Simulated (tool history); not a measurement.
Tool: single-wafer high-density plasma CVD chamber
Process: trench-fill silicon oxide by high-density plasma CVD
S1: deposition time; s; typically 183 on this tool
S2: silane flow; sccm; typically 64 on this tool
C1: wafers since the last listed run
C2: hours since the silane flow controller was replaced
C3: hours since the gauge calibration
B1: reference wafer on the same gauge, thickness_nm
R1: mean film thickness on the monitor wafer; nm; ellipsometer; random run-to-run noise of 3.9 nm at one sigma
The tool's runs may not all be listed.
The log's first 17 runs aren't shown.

run,day,S1,S2,C1,C2,C3,B1,R1
18,55.604,183,64,816,3762.7,2474.9,1269.849,1236.939
19,59.046,183,64,755,3845.3,2557.5,1270.184,1232.640
20,62.621,183,64,784,3931.1,2643.3,1269.958,1223.971
21,65.462,183,64,623,3999.3,2711.5,1270.105,1238.337
22,67.625,170,74,474,4051.2,2763.4,1270.185,1322.330
# day 69.662: silane flow controller replaced
23,72.679,157,73,1036,72.4,2884.7,1269.697,1246.660
24,75.662,203,77,654,144.0,2956.3,1269.649,1696.772
25,79.996,196,54,951,248.0,3060.3,1269.710,1154.378
26,83.200,216,51,703,324.9,3137.2,1270.006,1196.829
27,84.750,215,64,340,362.1,3174.4,1269.707,1503.377
28,87.875,217,57,685,437.1,3249.4,1269.993,1349.028
29,90.338,183,64,540,496.2,3308.5,1270.181,1272.033
# day 92.762: silane flow controller replaced, repeated, since the last time left the tool worse
30,93.221,183,69,559,11.0,3377.7,1269.652,1274.871
31,94.825,183,64,352,49.5,3416.2,1270.358,1186.720
# day 97.525: gauge calibrated
32,98.612,183,64,831,140.4,26.1,1270.292,1185.759
33,101.575,218,70,650,211.5,97.2,1270.492,1544.170
34,105.433,199,69,846,304.1,189.8,1269.577,1392.018
35,109.321,203,77,853,397.4,283.1,1270.350,1587.600
36,113.700,183,64,961,502.5,388.2,1270.212,1187.089
37,117.462,183,64,825,592.8,478.5,1269.876,1188.312
38,119.804,165,54,513,649.0,534.7,1270.055,911.117
39,124.208,151,59,966,754.7,640.4,1270.026,901.985
40,128.279,183,64,893,852.4,738.1,1270.412,1186.014
41,130.012,183,64,380,894.0,779.7,1269.695,1192.502
42,134.429,204,64,969,1000.0,885.7,1270.218,1326.483

Alternative continuations, all from the tool just after run 42; predict every row:
A,134.450,183,75,4,1000.5,886.2,?,?
B,134.450,156,52,4,1000.5,886.2,?,?
C,134.450,198,73,4,1000.5,886.2,?,?
D,134.450,173,53,4,1000.5,886.2,?,?
E,134.450,154,52,4,1000.5,886.2,?,?

run,B1,R1
A,1269.343,1396.874
B,1269.343,825.606
C,1269.343,1471.069
D,1269.343,933.183
E,1269.343,815.021
What these runs would have given with no unlogged condition in the tool:
run,R1
A,1387.212
B,819.895
C,1460.894
D,926.728
E,809.384
